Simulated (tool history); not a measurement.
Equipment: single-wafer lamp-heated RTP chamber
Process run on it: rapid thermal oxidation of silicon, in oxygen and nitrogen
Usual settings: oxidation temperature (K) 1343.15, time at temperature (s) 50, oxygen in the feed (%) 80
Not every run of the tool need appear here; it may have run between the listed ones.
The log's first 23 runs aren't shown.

run    hour  oxidation temperature (K)  time at temperature (s)  oxygen in the feed (%)  read-back reference wafer on the same gauge, thickness  oxide thickness on the monitor wafer (angstrom)
     1320.9  -- pyrometer window cleaned and pyrometer calibrated
 24  1325.7                    1343.15                       74                      80                                                   7.009                                            97.34
 25  1355.6                    1343.15                       50                      59                                                   7.007                                            73.95
     1376.4  -- gauge calibrated
 26  1410.4                    1327.15                       58                      98                                                    7.01                                            85.18
 27  1471.1                    1363.15                       50                      80                                                   7.009                                            95.36
 28  1509.5                    1343.15                       40                      69                                                   7.014                                            72.78
 29  1560.3                    1343.15                       50                      80                                                   7.008                                            85.75
 30  1593.1                    1343.15                       58                      55                                                   7.003                                             79.9
 31  1626.8                    1318.15                       50                      80                                                   7.009                                            72.75
 32  1686.1                    1362.15                       50                      80                                                   7.012                                            97.37
 33  1711.8                    1357.15                       50                      80                                                   7.008                                            93.76
 34  1761.8                    1343.15                       50                      93                                                   7.014                                            92.03
     1773.6  -- pyrometer window cleaned and pyrometer calibrated
 35  1952.1                    1343.15                       50                      98                                                   7.013                                            90.49
 36  2001.5                    1343.15                       37                      80                                                   7.007                                            74.75
 37    2054                    1330.15                       31                      98                                                   7.004                                            67.84
 38  2113.4                    1357.15                       36                      56                                                   7.018                                            71.44

Consider 4 possible next runs. They are alternatives, not a sequence: every one starts from the tool as it was left by run 38. What does each give?
  A  2113.8                    1343.15                       50                      80                                                       ?                                                ?
  B  2113.8                    1364.15                       41                      98                                                       ?                                                ?
  C  2113.8                    1343.15                       50                      70                                                       ?                                                ?
  D  2113.8                    1369.15                       50                      80                                                       ?                                                ?

run  read-back reference wafer on the same gauge, thickness  oxide thickness on the monitor wafer (angstrom)
  A                                                   7.016                                            86.25
  B                                                   7.016                                            97.27
  C                                                   7.016                                            82.24
  D                                                   7.016                                           101.88
Without the tool's hidden state the same runs would have given:
run  oxide thickness on the monitor wafer (angstrom)
  A                                            81.79
  B                                             92.4
  C                                            77.99
  D                                            96.83

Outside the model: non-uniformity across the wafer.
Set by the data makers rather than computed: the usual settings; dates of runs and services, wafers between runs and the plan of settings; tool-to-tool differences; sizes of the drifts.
